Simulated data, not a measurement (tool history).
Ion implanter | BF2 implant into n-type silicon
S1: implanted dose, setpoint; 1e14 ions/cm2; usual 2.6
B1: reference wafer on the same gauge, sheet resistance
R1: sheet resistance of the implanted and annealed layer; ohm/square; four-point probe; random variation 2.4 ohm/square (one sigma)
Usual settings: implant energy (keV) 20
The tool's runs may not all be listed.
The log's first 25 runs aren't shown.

run 26 hour=2353.6 | S1=1.96 implant_energy_(keV)=20 | B1=339.78 | R1=544.34
run 27 hour=2408.8 | S1=3.1 implant_energy_(keV)=20 | B1=340.36 | R1=371.55
-- hour=2472.8 extraction supply calibrated
run 28 hour=2504.4 | S1=2.6 implant_energy_(keV)=20 | B1=339.89 | R1=427.81
run 29 hour=2570.1 | S1=2.01 implant_energy_(keV)=23.5 | B1=339.48 | R1=525.19
run 30 hour=2649.7 | S1=2.82 implant_energy_(keV)=16.5 | B1=339.84 | R1=405.92
run 31 hour=2704.3 | S1=2.99 implant_energy_(keV)=17.5 | B1=340.01 | R1=384.42
run 32 hour=2779.4 | S1=2.6 implant_energy_(keV)=16 | B1=340.02 | R1=442.77
run 33 hour=2845.3 | S1=2.99 implant_energy_(keV)=20 | B1=340.14 | R1=383.05
run 34 hour=2887.9 | S1=2.6 implant_energy_(keV)=20 | B1=340.07 | R1=438.25
run 35 hour=2981.6 | S1=2.08 implant_energy_(keV)=16 | B1=340.45 | R1=537.02
run 36 hour=3053.2 | S1=2.8 implant_energy_(keV)=20 | B1=340.24 | R1=411.92
-- hour=3164.4 Faraday cup replaced and dose calibrated
run 37 hour=3164.9 | S1=2.21 implant_energy_(keV)=16.5 | B1=339.61 | R1=491.01
run 38 hour=3262.9 | S1=2.32 implant_energy_(keV)=20 | B1=340.04 | R1=460.45

3 ways to go on from here, each from the tool as it stands after run 38. What would each give?
run A hour=3263.3 | S1=2.6 implant_energy_(keV)=20 | B1=? | R1=?
run B hour=3263.3 | S1=2.81 implant_energy_(keV)=20 | B1=? | R1=?
run C hour=3263.3 | S1=3.06 implant_energy_(keV)=27 | B1=? | R1=?

run=A B1=340.03 R1=419.07
run=B B1=340.03 R1=391.91
run=C B1=340.03 R1=355.37
Without the tool's hidden state the same runs would have given:
run=A R1=419.62
run=B R1=392.42
run=C R1=355.82
